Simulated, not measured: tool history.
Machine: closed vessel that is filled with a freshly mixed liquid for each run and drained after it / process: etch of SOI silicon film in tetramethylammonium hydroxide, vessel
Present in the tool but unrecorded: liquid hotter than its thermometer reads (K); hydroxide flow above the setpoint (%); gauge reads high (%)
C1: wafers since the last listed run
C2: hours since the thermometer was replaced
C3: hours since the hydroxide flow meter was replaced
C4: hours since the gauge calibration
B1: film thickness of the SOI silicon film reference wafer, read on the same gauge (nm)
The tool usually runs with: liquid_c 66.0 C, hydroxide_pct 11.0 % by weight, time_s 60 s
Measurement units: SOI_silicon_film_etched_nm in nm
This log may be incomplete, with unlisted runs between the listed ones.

Run 1, hour 0.0: usual settings; C1 0; C2 190.8; C3 527.4; C4 2087.3; B1 139.98. Result: SOI_silicon_film_etched_nm 318.84 nm.
At hour 45.2: hydroxide flow meter replaced.
Run 2, hour 60.9: usual settings; C1 7686; C2 251.7; C3 15.7; C4 2148.2; B1 140.01. Result: SOI_silicon_film_etched_nm 320.53 nm.
Run 3, hour 138.8: usual settings but liquid_c 63.5 C, hydroxide_pct 9.5 % by weight; C1 9996; C2 329.6; C3 93.6; C4 2226.1; B1 140.00. Result: SOI_silicon_film_etched_nm 289.44 nm.
Run 4, hour 241.2: usual settings but liquid_c 63.5 C, hydroxide_pct 9.5 % by weight; C1 13139; C2 432.0; C3 196.0; C4 2328.5; B1 140.00. Result: SOI_silicon_film_etched_nm 289.54 nm.
Run 5, hour 296.3: usual settings but liquid_c 63.5 C, hydroxide_pct 9.5 % by weight; C1 7070; C2 487.1; C3 251.1; C4 2383.6; B1 140.02. Result: SOI_silicon_film_etched_nm 289.96 nm.
Run 6, hour 396.8: usual settings but hydroxide_pct 12.5 % by weight; C1 12896; C2 587.6; C3 351.6; C4 2484.1; B1 140.00. Result: SOI_silicon_film_etched_nm 303.26 nm.
Run 7, hour 492.3: usual settings; C1 12254; C2 683.1; C3 447.1; C4 2579.6; B1 140.00. Result: SOI_silicon_film_etched_nm 319.33 nm.
Run 8, hour 563.5: usual settings; C1 9136; C2 754.3; C3 518.3; C4 2650.8; B1 140.00. Result: SOI_silicon_film_etched_nm 317.96 nm.
At hour 607.8: hydroxide flow meter replaced.
At hour 613.3: thermometer replaced.
Run 9, hour 670.7: usual settings; C1 13499; C2 57.4; C3 62.9; C4 2758.0; B1 140.01. Result: SOI_silicon_film_etched_nm 321.07 nm.
Run 10, hour 716.0: usual settings; C1 5812; C2 102.7; C3 108.2; C4 2803.3; B1 140.01. Result: SOI_silicon_film_etched_nm 319.68 nm.
Run 11, hour 791.4: usual settings; C1 9675; C2 178.1; C3 183.6; C4 2878.7; B1 140.01. Result: SOI_silicon_film_etched_nm 317.98 nm.
Run 12, hour 872.6: usual settings; C1 10419; C2 259.3; C3 264.8; C4 2959.9; B1 140.02. Result: SOI_silicon_film_etched_nm 319.26 nm.
Run 13, hour 962.1: usual settings but time_s 70 s; C1 11484; C2 348.8; C3 354.3; C4 3049.4; B1 140.00. Result: SOI_silicon_film_etched_nm 372.40 nm.
At hour 1031.8: gauge calibrated.
Run 14, hour 1052.1: usual settings; C1 11548; C2 438.8; C3 444.3; C4 20.3; B1 139.98. Result: SOI_silicon_film_etched_nm 316.88 nm.
Run 15, hour 1129.5: usual settings; C1 9931; C2 516.2; C3 521.7; C4 97.7; B1 140.00. Result: SOI_silicon_film_etched_nm 318.41 nm.
Run 16, hour 1183.7: usual settings; C1 6954; C2 570.4; C3 575.9; C4 151.9; B1 140.04. Result: SOI_silicon_film_etched_nm 318.09 nm.
At hour 1210.9: hydroxide flow meter replaced.
Run 17, hour 1283.7: usual settings; C1 12703; C2 670.4; C3 72.8; C4 251.9; B1 140.01. Result: SOI_silicon_film_etched_nm 318.92 nm.
At hour 1336.3: thermometer replaced.
Run 18, hour 1485.0: usual settings but liquid_c 63.5 C, hydroxide_pct 9.5 % by weight; C1 25702; C2 148.7; C3 274.1; C4 453.2; B1 140.00. Result: SOI_silicon_film_etched_nm 288.91 nm.
Run 19, hour 1566.5: usual settings; C1 10458; C2 230.2; C3 355.6; C4 534.7; B1 139.99. Result: SOI_silicon_film_etched_nm 322.38 nm.
Run 20, hour 1635.5: usual settings but liquid_c 63.5 C, hydroxide_pct 9.5 % by weight, time_s 90 s; C1 8854; C2 299.2; C3 424.6; C4 603.7; B1 140.00. Result: SOI_silicon_film_etched_nm 435.59 nm.
Run 21, hour 1702.4: usual settings but time_s 85 s; C1 8584; C2 366.1; C3 491.5; C4 670.6; B1 139.98. Result: SOI_silicon_film_etched_nm 450.18 nm.
At hour 1734.6: hydroxide flow meter replaced.
Run 22, hour 1791.7: usual settings; C1 11330; C2 455.4; C3 57.1; C4 759.9; B1 140.01. Result: SOI_silicon_film_etched_nm 318.60 nm.
Run 23, hour 1847.3: usual settings; C1 7134; C2 511.0; C3 112.7; C4 815.5; B1 140.01. Result: SOI_silicon_film_etched_nm 319.88 nm.
Run 24, hour 1947.9: usual settings but liquid_c 60.5 C, time_s 45 s; C1 12908; C2 611.6; C3 213.3; C4 916.1; B1 140.03. Result: SOI_silicon_film_etched_nm 172.47 nm.
At hour 1953.7: thermometer replaced.
Run 25, hour 1996.0: usual settings but liquid_c 62.0 C, hydroxide_pct 13.5 % by weight, time_s 90 s; C1 6043; C2 42.3; C3 261.4; C4 964.2; B1 140.00. Result: SOI_silicon_film_etched_nm 341.74 nm.
Run 26, hour 2089.6: usual settings but liquid_c 64.0 C, hydroxide_pct 13.0 % by weight, time_s 80 s; C1 12010; C2 135.9; C3 355.0; C4 1057.8; B1 140.00. Result: SOI_silicon_film_etched_nm 352.76 nm.
Run 27, hour 2177.9: usual settings; C1 11330; C2 224.2; C3 443.3; C4 1146.1; B1 140.00. Result: SOI_silicon_film_etched_nm 319.83 nm.
Run 28, hour 2244.1: usual settings; C1 8494; C2 290.4; C3 509.5; C4 1212.3; B1 139.97. Result: SOI_silicon_film_etched_nm 319.24 nm.
At hour 2298.9: hydroxide flow meter replaced.
Run 29, hour 2346.6: usual settings but liquid_c 61.5 C; C1 13024; C2 392.9; C3 47.7; C4 1314.8; B1 140.03. Result: SOI_silicon_film_etched_nm 243.78 nm.
Run 30, hour 2452.3: usual settings; C1 13563; C2 498.6; C3 153.4; C4 1420.5; B1 140.02. Result: SOI_silicon_film_etched_nm 317.55 nm.
Run 31, hour 2492.9: usual settings but liquid_c 64.0 C; C1 5209; C2 539.2; C3 194.0; C4 1461.1; B1 140.05. Result: SOI_silicon_film_etched_nm 281.88 nm.
Run 32, hour 2572.7: usual settings but hydroxide_pct 9.5 % by weight, time_s 80 s; C1 10239; C2 619.0; C3 273.8; C4 1540.9; B1 139.98. Result: SOI_silicon_film_etched_nm 445.36 nm.
At hour 2629.4: thermometer replaced.
Run 33, hour 2629.9: usual settings but liquid_c 58.5 C, hydroxide_pct 9.5 % by weight, time_s 40 s; C1 7211; C2 0.5; C3 331.0; C4 1598.1; B1 140.02. Result: SOI_silicon_film_etched_nm 140.48 nm.
Run 34, hour 2723.7: usual settings but hydroxide_pct 9.0 % by weight; C1 12036; C2 94.3; C3 424.8; C4 1691.9; B1 140.01. Result: SOI_silicon_film_etched_nm 341.61 nm.

3 ways to go on from here, each from the tool as it stands after run 34. What would each give?
Run A, hour 2724.4: usual settings but liquid_c 63.0 C; C1 89; C2 95.0; C3 425.5; C4 1692.6; B1 ?. Result: SOI_silicon_film_etched_nm ?.
Run B, hour 2724.4: usual settings but liquid_c 59.0 C, hydroxide_pct 8.5 % by weight; C1 89; C2 95.0; C3 425.5; C4 1692.6; B1 ?. Result: SOI_silicon_film_etched_nm ?.
Run C, hour 2724.4: usual settings but hydroxide_pct 12.5 % by weight, time_s 70 s; C1 89; C2 95.0; C3 425.5; C4 1692.6; B1 ?. Result: SOI_silicon_film_etched_nm ?.

run      B1  SOI_silicon_film_etched_nm
  A  140.00                      267.54
  B  140.00                      229.22
  C  140.00                      356.02
Without the tool's hidden state the same runs would have given:
run  SOI_silicon_film_etched_nm
  A                      267.54
  B                      229.22
  C                      356.02
